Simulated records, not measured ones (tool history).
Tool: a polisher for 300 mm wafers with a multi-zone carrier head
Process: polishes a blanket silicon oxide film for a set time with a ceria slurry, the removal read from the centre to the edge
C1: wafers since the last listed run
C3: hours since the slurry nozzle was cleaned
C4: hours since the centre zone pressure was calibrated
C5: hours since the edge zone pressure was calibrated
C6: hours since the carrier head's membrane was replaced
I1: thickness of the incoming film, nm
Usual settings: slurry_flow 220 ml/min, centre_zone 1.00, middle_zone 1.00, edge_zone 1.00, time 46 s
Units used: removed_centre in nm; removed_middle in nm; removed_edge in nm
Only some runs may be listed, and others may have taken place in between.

Run 1, day 0.000: usual settings but slurry_flow 275 ml/min, centre_zone 1.09; C1 0; wafers polished on this pad 1994; C3 365.4; C4 365.9; C5 982.0; C6 1195.0; I1 940.0. Result: removed_centre 375.2 nm, removed_middle 355.3 nm, removed_edge 344.2 nm.
Run 2, day 2.733: usual settings; C1 765; wafers polished on this pad 2760; C3 431.0; C4 431.5; C5 1047.6; C6 1260.6; I1 937.8. Result: removed_centre 326.1 nm, removed_middle 333.0 nm, removed_edge 332.0 nm.
Run 3, day 3.754: usual settings but edge_zone 0.89; C1 286; wafers polished on this pad 3046; C3 455.5; C4 456.0; C5 1072.1; C6 1285.1; I1 937.1. Result: removed_centre 325.4 nm, removed_middle 339.2 nm, removed_edge 311.5 nm.
Run 4, day 6.492: usual settings but slurry_flow 180 ml/min, edge_zone 0.88; C1 767; wafers polished on this pad 3813; C3 521.2; C4 521.7; C5 1137.8; C6 1350.8; I1 918.9. Result: removed_centre 307.1 nm, removed_middle 319.9 nm, removed_edge 296.6 nm.
At day 7.738: slurry nozzle cleaned.
Run 5, day 7.917: usual settings but edge_zone 0.95, time 35 s; C1 387; wafers polished on this pad 4201; C3 4.3; C4 555.9; C5 1172.0; C6 1385.0; I1 957.8. Result: removed_centre 233.8 nm, removed_middle 247.3 nm, removed_edge 233.8 nm.
At day 8.796: carrier head's membrane replaced by a new one.
At day 9.925: worn pad replaced by a new one.
At day 10.383: edge zone pressure recalibrated.
Run 6, day 10.404: usual settings but slurry_flow 190 ml/min, centre_zone 0.96; C1 568; wafers polished on this pad 111; C3 64.0; C4 615.6; C5 0.5; C6 38.6; I1 956.3. Result: removed_centre 320.1 nm, removed_middle 345.5 nm, removed_edge 340.6 nm.
Run 7, day 11.704: usual settings but centre_zone 1.11; C1 364; wafers polished on this pad 475; C3 95.2; C4 646.8; C5 31.7; C6 69.8; I1 931.8. Result: removed_centre 376.4 nm, removed_middle 353.8 nm, removed_edge 344.5 nm.
Run 8, day 14.188: usual settings; C1 695; wafers polished on this pad 1171; C3 154.8; C4 706.4; C5 91.3; C6 129.4; I1 950.9. Result: removed_centre 337.1 nm, removed_middle 356.3 nm, removed_edge 342.8 nm.
Run 9, day 16.500: usual settings; C1 647; wafers polished on this pad 1819; C3 210.3; C4 761.9; C5 146.8; C6 184.9; I1 939.0. Result: removed_centre 328.3 nm, removed_middle 351.1 nm, removed_edge 339.8 nm.
At day 18.783: centre zone pressure recalibrated.
Run 10, day 19.475: usual settings but middle_zone 1.12, edge_zone 0.95; C1 810; wafers polished on this pad 2629; C3 281.7; C4 16.6; C5 218.2; C6 256.3; I1 951.4. Result: removed_centre 341.9 nm, removed_middle 374.8 nm, removed_edge 322.1 nm.
Run 11, day 20.679: usual settings but centre_zone 0.94, middle_zone 1.04, edge_zone 0.89, time 36 s; C1 337; wafers polished on this pad 2967; C3 310.6; C4 45.5; C5 247.1; C6 285.2; I1 954.8. Result: removed_centre 244.5 nm, removed_middle 276.2 nm, removed_edge 245.6 nm.
Run 12, day 22.988: usual settings but slurry_flow 175 ml/min, time 39 s; C1 646; wafers polished on this pad 3614; C3 366.0; C4 100.9; C5 302.5; C6 340.6; I1 941.2. Result: removed_centre 267.6 nm, removed_middle 266.0 nm, removed_edge 264.6 nm.
Run 13, day 24.275: usual settings; C1 360; wafers polished on this pad 3974; C3 396.9; C4 131.8; C5 333.4; C6 371.5; I1 922.1. Result: removed_centre 324.9 nm, removed_middle 331.2 nm, removed_edge 314.0 nm.
Run 14, day 25.750: usual settings but time 51 s; C1 413; wafers polished on this pad 4388; C3 432.3; C4 167.2; C5 368.8; C6 406.9; I1 955.1. Result: removed_centre 344.6 nm, removed_middle 354.8 nm, removed_edge 349.3 nm.
Run 15, day 26.796: usual settings; C1 293; wafers polished on this pad 4681; C3 457.4; C4 192.3; C5 393.9; C6 432.0; I1 938.1. Result: removed_centre 301.3 nm, removed_middle 319.1 nm, removed_edge 310.0 nm.
Run 16, day 27.892: usual settings; C1 307; wafers polished on this pad 4988; C3 483.7; C4 218.6; C5 420.2; C6 458.3; I1 948.5. Result: removed_centre 299.3 nm, removed_middle 314.8 nm, removed_edge 306.1 nm.
At day 29.967: worn pad replaced by a new one.
Run 17, day 30.629: usual settings but middle_zone 1.09; C1 720; wafers polished on this pad 185; C3 549.4; C4 284.3; C5 485.9; C6 524.0; I1 934.8. Result: removed_centre 346.6 nm, removed_middle 383.9 nm, removed_edge 346.9 nm.
At day 31.896: slurry nozzle cleaned.
Run 18, day 32.654: usual settings but edge_zone 0.92, time 58 s; C1 555; wafers polished on this pad 741; C3 18.2; C4 332.9; C5 534.5; C6 572.6; I1 949.3. Result: removed_centre 433.9 nm, removed_middle 446.9 nm, removed_edge 414.4 nm.
Run 19, day 35.075: usual settings but centre_zone 1.05; C1 678; wafers polished on this pad 1420; C3 76.3; C4 391.0; C5 592.6; C6 630.7; I1 928.8. Result: removed_centre 355.9 nm, removed_middle 352.9 nm, removed_edge 348.1 nm.
Run 20, day 36.233: usual settings; C1 324; wafers polished on this pad 1744; C3 104.1; C4 418.8; C5 620.4; C6 658.5; I1 953.4. Result: removed_centre 343.3 nm, removed_middle 346.1 nm, removed_edge 339.2 nm.
Run 21, day 37.333: usual settings but edge_zone 0.94, time 61 s; C1 308; wafers polished on this pad 2052; C3 130.5; C4 445.2; C5 646.8; C6 684.9; I1 930.3. Result: removed_centre 445.8 nm, removed_middle 463.8 nm, removed_edge 440.7 nm.

What if the next run were any one of these 5? Each begins from the tool's condition after run 21:
Run A, day 37.350: usual settings; C1 4; wafers polished on this pad 2057; C3 130.9; C4 445.6; C5 647.2; C6 685.3; I1 939.6. Result: removed_centre ?, removed_middle ?, removed_edge ?.
Run B, day 37.350: usual settings but edge_zone 0.93; C1 4; wafers polished on this pad 2057; C3 130.9; C4 445.6; C5 647.2; C6 685.3; I1 939.6. Result: removed_centre ?, removed_middle ?, removed_edge ?.
Run C, day 37.350: usual settings but centre_zone 1.08, middle_zone 1.05; C1 4; wafers polished on this pad 2057; C3 130.9; C4 445.6; C5 647.2; C6 685.3; I1 939.6. Result: removed_centre ?, removed_middle ?, removed_edge ?.
Run D, day 37.350: usual settings but middle_zone 0.91, edge_zone 1.08; C1 4; wafers polished on this pad 2057; C3 130.9; C4 445.6; C5 647.2; C6 685.3; I1 939.6. Result: removed_centre ?, removed_middle ?, removed_edge ?.
Run E, day 37.350: usual settings but centre_zone 1.09, time 57 s; C1 4; wafers polished on this pad 2057; C3 130.9; C4 445.6; C5 647.2; C6 685.3; I1 939.6. Result: removed_centre ?, removed_middle ?, removed_edge ?.

run  removed_centre  removed_middle  removed_edge
  A           334.5           349.7         336.8
  B           334.5           349.8         325.4
  C           361.6           364.0         336.6
  D           334.3           323.8         350.2
  E           452.1           433.1         417.4
The same runs, with their run-to-run variation unchanged, on a tool lacking any hidden condition would have given:
run  removed_centre  removed_middle  removed_edge
  A           345.2           357.7         344.5
  B           345.2           357.7         332.8
  C           373.2           372.3         344.3
  D           345.0           331.1         358.2
  E           466.5           443.0         426.9
